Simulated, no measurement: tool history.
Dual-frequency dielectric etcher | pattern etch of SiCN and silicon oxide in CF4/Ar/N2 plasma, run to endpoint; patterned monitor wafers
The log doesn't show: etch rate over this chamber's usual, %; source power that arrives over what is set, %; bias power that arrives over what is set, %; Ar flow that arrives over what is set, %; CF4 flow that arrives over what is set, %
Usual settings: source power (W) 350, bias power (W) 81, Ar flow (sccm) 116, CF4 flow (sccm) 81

run     day  source power (W)  bias power (W)  Ar flow (sccm)  CF4 flow (sccm)  wafers since the last listed run  hours since the last wet clean  hours since the last source power generator calibration  hours since the last bias power generator calibration  hours since the last Ar flow controller change  hours since the last CF4 flow controller change  hours since the last upper electrode change  incoming incoming film thickness, nm  endpoint time (s)
  1       0               350              81             116               81                                 0                            19.7                                                     2568                                                 2829.7                                          3586.7                                           3491.8                                       4947.5                                 14.05               20.2
  2   1.308               350              81             116               81                               370                            51.1                                                   2599.4                                                 2861.1                                          3618.1                                           3523.2                                       4978.9                                  14.1               20.1
  3   3.388               350              81             123               81                               588                             101                                                   2649.3                                                   2911                                            3668                                           3573.1                                       5028.8                                 14.13               20.4
  4   9.492               350              81             123               81                              1728                           247.5                                                   2795.8                                                 3057.5                                          3814.5                                           3719.6                                       5175.3                                 13.89               20.1
  5  11.946               350              81             123               81                               694                           306.4                                                   2854.7                                                 3116.4                                          3873.4                                           3778.5                                       5234.2                                 13.97               20.2
  6  13.554               350              81             116               81                               455                             345                                                   2893.3                                                   3155                                            3912                                           3817.1                                       5272.8                                 14.22               20.2
  7  17.317               350              81             116               81                              1065                           435.3                                                   2983.6                                                 3245.3                                          4002.3                                           3907.4                                       5363.1                                 14.22               20.2
     17.958  -- CF4 flow controller replaced
     18.638  -- wet clean of the chamber
  8  19.829               350              81             116               81                               447                            28.6                                                   3043.9                                                 3305.6                                          4062.6                                             44.9                                       5423.4                                 14.15                 20
  9    22.8               350              81             116               81                               841                            99.9                                                   3115.2                                                 3376.9                                          4133.9                                            116.2                                       5494.7                                 14.12               20.1
     23.967  -- bias power generator calibrated
 10  24.438               350              81             116               81                               416                           139.2                                                   3154.5                                                   11.3                                          4173.2                                            155.5                                         5534                                 14.09               19.8
 11  25.504               350              81             116               81                               301                           164.8                                                   3180.1                                                   36.9                                          4198.8                                            181.1                                       5559.6                                 14.11               19.9
 12  26.704               290              70             116               69                               339                           193.6                                                   3208.9                                                   65.7                                          4227.6                                            209.9                                       5588.4                                  13.9               26.6
 13  29.042               290              81             102               63                               661                           249.7                                                     3265                                                  121.8                                          4283.7                                              266                                       5644.5                                 14.09               24.4
     30.112  -- Ar flow controller replaced
     32.554  -- source power generator calibrated
     35.554  -- upper electrode replaced
 14  36.638               320              81             102               81                              1749                             432                                                       98                                                  304.1                                           156.6                                            448.3                                           26                                 13.99               22.3
 15  37.671               410              94             100               64                               292                           456.8                                                    122.8                                                  328.9                                           181.4                                            473.1                                         50.8                                 13.97                 16
     38.992  -- wet clean of the chamber
 16  40.508               330              90             116               68                               520                            36.4                                                    190.9                                                    397                                           249.5                                            541.2                                        118.9                                    14               21.4
 17  42.962               440              95             116               81                               694                            95.3                                                    249.8                                                  455.9                                           308.4                                            600.1                                        177.8                                  14.1               15.1
 18  45.367               330              81             136               81                               680                             153                                                    307.5                                                  513.6                                           366.1                                            657.8                                        235.5                                 14.02                 23
 19  48.025               350              81             141              100                               752                           216.8                                                    371.3                                                  577.4                                           429.9                                            721.6                                        299.3                                 13.93               20.9
 20  49.946               350              81             116               81                               543                           262.9                                                    417.4                                                  623.5                                             476                                            767.7                                        345.4                                 13.96               20.7
 21  51.762               400              62             116               91                               514                           306.5                                                      461                                                  667.1                                           519.6                                            811.3                                          389                                 14.11               20.5
 22  52.779               350              81             116               81                               287                           330.9                                                    485.4                                                  691.5                                             544                                            835.7                                        413.4                                  13.9               20.5
 23  54.033               350              81             116               81                               355                             361                                                    515.5                                                  721.6                                           574.1                                            865.8                                        443.5                                 14.09               20.9

Forecast each of these 4 alternatives for the next run:
  A  54.05               350              81             116               81                                 4                           361.4                                                    515.9                                                    722                                           574.5                                            866.2                                        443.9                                 13.92                  ?
  B  54.05               350              81             116               69                                 4                           361.4                                                    515.9                                                    722                                           574.5                                            866.2                                        443.9                                 13.92                  ?
  C  54.05               410              75              94               93                                 4                           361.4                                                    515.9                                                    722                                           574.5                                            866.2                                        443.9                                 13.92                  ?
  D  54.05               260              81             116               81                                 4                           361.4                                                    515.9                                                    722                                           574.5                                            866.2                                        443.9                                 13.92                  ?

run  endpoint time (s)
  A               20.5
  B               20.9
  C               16.9
  D               28.6
Without the tool's hidden state the same runs would have given:
run  endpoint time (s)
  A               20.7
  B               21.1
  C               17.1
  D               28.8
